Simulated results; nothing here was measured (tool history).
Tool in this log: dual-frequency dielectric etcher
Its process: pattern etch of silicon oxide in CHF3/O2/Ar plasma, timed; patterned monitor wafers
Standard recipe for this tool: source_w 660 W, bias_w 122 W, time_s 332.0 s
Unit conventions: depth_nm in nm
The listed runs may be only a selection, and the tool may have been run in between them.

run	hour	source_w	bias_w	time_s	read-back reference wafer on the same gauge, depth_nm	depth_nm
1	0.0	660	122	332.0	601.5	625.9
2	56.2	660	122	332.0	601.2	620.9
3	153.4	660	122	332.0	602.8	624.5
4	238.3	690	122	379.0	604.3	726.1
# hour 293.9: wet clean of the chamber
5	294.4	690	122	379.0	604.8	725.8
6	328.5	660	122	332.0	605.1	629.2
7	436.5	660	122	332.0	606.4	623.6
8	514.0	660	122	332.0	608.3	628.3
# hour 622.5: wet clean of the chamber
# hour 625.3: source power generator calibrated
9	625.8	660	137	332.0	610.1	663.8
# hour 657.4: gauge calibrated
10	704.7	660	137	332.0	599.0	654.6
11	789.5	660	137	332.0	598.3	657.6
# hour 830.7: upper electrode replaced
12	854.1	660	122	281.5	599.5	526.4
# hour 862.9: bias power generator calibrated
13	933.5	660	122	332.0	599.0	617.0
# hour 971.7: wet clean of the chamber
14	993.7	660	98	332.0	598.2	557.3
15	1036.2	710	122	410.5	599.3	789.1
16	1109.8	660	122	332.0	598.8	622.3
17	1184.5	660	135	403.0	599.6	800.0
18	1256.9	530	146	332.0	599.8	630.6
# hour 1346.8: wet clean of the chamber
19	1465.2	660	147	399.5	601.1	828.3
20	1513.8	660	95	427.0	601.3	704.5
21	1612.9	780	152	426.5	602.7	949.9
22	1686.8	560	147	400.5	603.1	787.8
# hour 1715.0: wet clean of the chamber
23	1742.7	660	122	332.0	603.2	627.6
24	1785.9	730	138	405.5	603.9	841.4
25	1876.3	660	132	285.5	605.5	557.5

Below, some changes in depth_nm between adjacent runs. For each, the amount present without the hidden state too (settings, incoming material, random variation) and the amount remaining for the hidden state with gauge scatter not shared by both compared results:
The hidden state here: etch rate over this chamber's usual, %; source power that arrives over what is set, %; bias power that arrives over what is set, %; gauge reads high (%).
Run 8 -> 9: bias_w 122 -> 137, wet clean of the chamber, source power generator calibrated. depth_nm +35.5 nm: hidden state +2.4, all else +33.1.
Run 9 -> 10: gauge calibrated. depth_nm -9.2 nm: hidden state -12.2, all else +3.0.
Run 20 -> 21: source_w 660 -> 780, bias_w 95 -> 152, time_s 427.0 -> 426.5. depth_nm +245.4 nm: hidden state +2.3, all else +243.1.
Run 24 -> 25: source_w 730 -> 660, bias_w 138 -> 132, time_s 405.5 -> 285.5. depth_nm -283.9 nm: hidden state -1.5, all else -282.4.
